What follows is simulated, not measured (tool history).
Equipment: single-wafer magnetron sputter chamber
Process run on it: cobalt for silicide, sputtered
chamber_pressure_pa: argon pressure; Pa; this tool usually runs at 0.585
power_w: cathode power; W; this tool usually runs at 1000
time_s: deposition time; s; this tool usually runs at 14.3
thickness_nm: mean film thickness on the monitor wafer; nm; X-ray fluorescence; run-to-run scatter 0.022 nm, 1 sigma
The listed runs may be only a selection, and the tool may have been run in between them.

| run | hour | chamber_pressure_pa | power_w | time_s | wafers since the last listed run | wafers on the sputter target | hours since the last manometer calibration | hours since the magnet pack was replaced | hours since the gauge calibration | read-back reference wafer on the same gauge, thickness_nm | thickness_nm |
|---|---|---|---|---|---|---|---|---|---|---|---|
| 1 | 0.0 | 0.585 | 1000 | 14.3 | 0 | 3214 | 755.6 | 4735.7 | 315.6 | 7.659 | 6.662 |
| 2 | 21.7 | 0.585 | 1000 | 14.3 | 665 | 3879 | 777.3 | 4757.4 | 337.3 | 7.669 | 6.628 |
| 3 | 97.2 | 0.585 | 1000 | 14.3 | 2315 | 6195 | 852.8 | 4832.9 | 412.8 | 7.656 | 6.673 |
| 4 | 122.7 | 0.585 | 1000 | 14.3 | 781 | 6976 | 878.3 | 4858.4 | 438.3 | 7.655 | 6.593 |
| 5 | 153.4 | 0.585 | 1000 | 14.3 | 941 | 7918 | 909.0 | 4889.1 | 469.0 | 7.656 | 6.590 |
| 6 | 174.1 | 0.585 | 1000 | 14.3 | 634 | 8553 | 929.7 | 4909.8 | 489.7 | 7.661 | 6.585 |
| 7 | 188.0 | 0.585 | 1000 | 14.3 | 426 | 8979 | 943.6 | 4923.7 | 503.6 | 7.660 | 6.580 |
|  | 207.1 | sputter target and shields replaced |
| 8 | 295.9 | 0.585 | 1000 | 12.7 | 3063 | 2722 | 1051.5 | 5031.6 | 611.5 | 7.662 | 5.960 |
| 9 | 324.5 | 0.585 | 1000 | 12.7 | 877 | 3599 | 1080.1 | 5060.2 | 640.1 | 7.659 | 5.928 |
|  | 355.6 | gauge calibrated |
| 10 | 358.1 | 0.585 | 1000 | 12.7 | 1030 | 4629 | 1113.7 | 5093.8 | 2.5 | 7.662 | 5.929 |
| 11 | 377.3 | 0.585 | 1000 | 14.3 | 588 | 5218 | 1132.9 | 5113.0 | 21.7 | 7.657 | 6.647 |
| 12 | 396.1 | 0.585 | 1000 | 14.3 | 576 | 5795 | 1151.7 | 5131.8 | 40.5 | 7.665 | 6.657 |
| 13 | 428.5 | 0.462 | 1000 | 13.1 | 993 | 6788 | 1184.1 | 5164.2 | 72.9 | 7.669 | 6.291 |
| 14 | 459.5 | 0.462 | 1000 | 13.1 | 950 | 7739 | 1215.1 | 5195.2 | 103.9 | 7.654 | 6.260 |
| 15 | 493.1 | 0.585 | 1000 | 14.3 | 1030 | 8769 | 1248.7 | 5228.8 | 137.5 | 7.651 | 6.613 |
|  | 527.8 | sputter target and shields replaced |
| 16 | 598.9 | 0.585 | 1000 | 14.3 | 2999 | 2180 | 1354.5 | 5334.6 | 243.3 | 7.666 | 6.750 |
| 17 | 612.9 | 0.585 | 1000 | 14.3 | 429 | 2610 | 1368.5 | 5348.6 | 257.3 | 7.658 | 6.703 |
|  | 629.4 | capacitance manometer re-zeroed and calibrated |
| 18 | 631.5 | 0.463 | 1100 | 14.3 | 325 | 2935 | 2.1 | 5367.2 | 275.9 | 7.660 | 7.446 |
|  | 666.1 | magnet pack replaced |
| 19 | 666.6 | 0.585 | 750 | 15.3 | 831 | 3766 | 37.2 | 0.5 | 311.0 | 7.657 | 5.229 |
| 20 | 693.3 | 0.373 | 1000 | 13.2 | 818 | 4585 | 63.9 | 27.2 | 337.7 | 7.652 | 6.396 |
| 21 | 709.9 | 0.682 | 1000 | 14.3 | 509 | 5094 | 80.5 | 43.8 | 354.3 | 7.659 | 6.350 |
| 22 | 740.7 | 0.585 | 1000 | 12.4 | 944 | 6038 | 111.3 | 74.6 | 385.1 | 7.655 | 5.662 |
| 23 | 769.0 | 0.747 | 1000 | 14.3 | 867 | 6906 | 139.6 | 102.9 | 413.4 | 7.661 | 6.195 |
| 24 | 787.5 | 0.432 | 1200 | 12.2 | 567 | 7473 | 158.1 | 121.4 | 431.9 | 7.650 | 6.913 |
|  | 798.8 | sputter target and shields replaced |
| 25 | 820.9 | 0.585 | 1000 | 14.3 | 778 | 678 | 191.5 | 154.8 | 465.3 | 7.671 | 6.563 |
| 26 | 838.8 | 0.585 | 1200 | 12.7 | 548 | 1227 | 209.4 | 172.7 | 483.2 | 7.661 | 7.016 |
| 27 | 872.1 | 0.415 | 850 | 11.8 | 1021 | 2248 | 242.7 | 206.0 | 516.5 | 7.661 | 4.826 |
| 28 | 891.5 | 0.585 | 1000 | 14.3 | 594 | 2843 | 262.1 | 225.4 | 535.9 | 7.659 | 6.539 |
| 29 | 916.3 | 0.660 | 1000 | 16.9 | 760 | 3604 | 286.9 | 250.2 | 560.7 | 7.660 | 7.624 |
| 30 | 934.0 | 0.585 | 1000 | 14.3 | 542 | 4147 | 304.6 | 267.9 | 578.4 | 7.665 | 6.567 |
| 31 | 968.4 | 0.585 | 1000 | 16.1 | 1054 | 5202 | 339.0 | 302.3 | 612.8 | 7.669 | 7.341 |
| 32 | 997.7 | 0.585 | 1000 | 14.3 | 898 | 6100 | 368.3 | 331.6 | 642.1 | 7.664 | 6.517 |
|  | 1005.3 | gauge calibrated |
| 33 | 1017.5 | 0.585 | 1000 | 13.5 | 607 | 6707 | 388.1 | 351.4 | 12.2 | 7.663 | 6.181 |

List, for all runs, the conditions of the tool that the log does not record:
gauge reads high (%): 0 in every run
H1: deposition rate above that of a new target (%)
H2: true argon pressure above the setpoint (%)
| run | H1 | H2 |
|---|---|---|
| 1 | -0.696 | -7.88 |
| 2 | -0.834 | -8.1 |
| 3 | -1.31 | -8.86 |
| 4 | -1.48 | -9.11 |
| 5 | -1.67 | -9.42 |
| 6 | -1.8 | -9.63 |
| 7 | -1.89 | -9.77 |
| 8 | -0.64 | -10.9 |
| 9 | -0.822 | -11.1 |
| 10 | -1.04 | -11.5 |
| 11 | -1.16 | -11.7 |
| 12 | -1.28 | -11.9 |
| 13 | -1.48 | -12.2 |
| 14 | -1.68 | -12.5 |
| 15 | -1.89 | -12.8 |
| 16 | -0.563 | -13.9 |
| 17 | -0.652 | -14 |
| 18 | -0.771 | 2.9 |
| 19 | -0.994 | 2.55 |
| 20 | -1.16 | 2.28 |
| 21 | -1.27 | 2.11 |
| 22 | -1.46 | 1.8 |
| 23 | -1.64 | 1.52 |
| 24 | -1.76 | 1.33 |
| 25 | -0.22 | 0.998 |
| 26 | -0.334 | 0.819 |
| 27 | -0.546 | 0.484 |
| 28 | -0.669 | 0.29 |
| 29 | -0.827 | 0.0407 |
| 30 | -0.939 | -0.137 |
| 31 | -1.16 | -0.482 |
| 32 | -1.34 | -0.776 |
| 33 | -1.47 | -0.975 |
